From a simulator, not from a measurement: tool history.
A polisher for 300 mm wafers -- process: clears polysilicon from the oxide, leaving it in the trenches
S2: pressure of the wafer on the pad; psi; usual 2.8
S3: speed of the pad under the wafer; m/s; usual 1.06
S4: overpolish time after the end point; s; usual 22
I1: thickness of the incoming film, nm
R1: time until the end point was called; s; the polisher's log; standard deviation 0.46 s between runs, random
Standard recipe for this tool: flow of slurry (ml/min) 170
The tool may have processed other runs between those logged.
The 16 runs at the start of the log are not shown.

Run 17, hour 1008.8: usual settings but S2 3.3 psi; I1 366.5. Result: R1 22.7 s.
Run 18, hour 1054.9: usual settings but flow of slurry (ml/min) 225, S4 16 s; I1 373.5. Result: R1 25.4 s.
At hour 1122.1: worn pad replaced by a new one.
Run 19, hour 1151.2: usual settings but S4 12 s; I1 369.5. Result: R1 24.1 s.
Run 20, hour 1257.3: usual settings but flow of slurry (ml/min) 120, S3 1.42 m/s, S4 17 s; I1 362.5. Result: R1 19.4 s.
Run 21, hour 1321.2: usual settings but S2 2.0 psi, S3 1.26 m/s, S4 29 s; I1 372.5. Result: R1 29.7 s.
At hour 1331.4: slurry nozzle cleaned.
Run 22, hour 1428.1: usual settings; I1 371.7. Result: R1 24.5 s.
Run 23, hour 1502.5: usual settings but flow of slurry (ml/min) 135, S2 3.6 psi, S3 0.86 m/s, S4 9 s; I1 367.3. Result: R1 24.1 s.
At hour 1550.9: head pressure recalibrated.
Run 24, hour 1560.1: usual settings but S2 1.8 psi; I1 370.6. Result: R1 44.1 s.
Run 25, hour 1656.4: usual settings but flow of slurry (ml/min) 185, S4 13 s; I1 372.3. Result: R1 27.5 s.
Run 26, hour 1710.2: usual settings; I1 368.3. Result: R1 27.3 s.
Run 27, hour 1803.8: usual settings but flow of slurry (ml/min) 190, S4 16 s; I1 370.1. Result: R1 28.2 s.
Run 28, hour 1853.0: usual settings but flow of slurry (ml/min) 155, S2 1.9 psi, S3 0.94 m/s; I1 369.9. Result: R1 47.7 s.
At hour 1925.1: worn pad replaced by a new one.
Run 29, hour 2067.3: usual settings but S4 29 s; I1 370.4. Result: R1 24.1 s.
Run 30, hour 2132.7: usual settings but S4 14 s; I1 369.2. Result: R1 24.8 s.
At hour 2138.9: slurry nozzle cleaned.
Run 31, hour 2231.2: usual settings but S2 2.5 psi, S3 0.76 m/s, S4 10 s; I1 365.4. Result: R1 36.0 s.
Run 32, hour 2286.8: usual settings; I1 377.0. Result: R1 26.6 s.
Run 33, hour 2327.7: usual settings but flow of slurry (ml/min) 200, S2 2.5 psi, S4 19 s; I1 365.0. Result: R1 27.3 s.
Run 34, hour 2432.6: usual settings but S2 2.2 psi, S3 0.88 m/s, S4 29 s; I1 373.0. Result: R1 39.4 s.

Below are 4 alternative next runs, each starting from the tool's condition after run 34. Predict each:
Run A, hour 2433.0: usual settings; I1 362.5. Result: R1 ?.
Run B, hour 2433.0: usual settings but flow of slurry (ml/min) 140; I1 362.5. Result: R1 ?.
Run C, hour 2433.0: usual settings but flow of slurry (ml/min) 210, S2 3.2 psi, S3 0.82 m/s, S4 17 s; I1 362.5. Result: R1 ?.
Run D, hour 2433.0: usual settings but flow of slurry (ml/min) 155, S4 17 s; I1 362.5. Result: R1 ?.

run    R1
  A  25.3
  B  25.9
  C  26.8
  D  25.6
Had the tool no hidden state, the same runs would have come out as:
run    R1
  A  26.1
  B  26.6
  C  27.6
  D  26.3
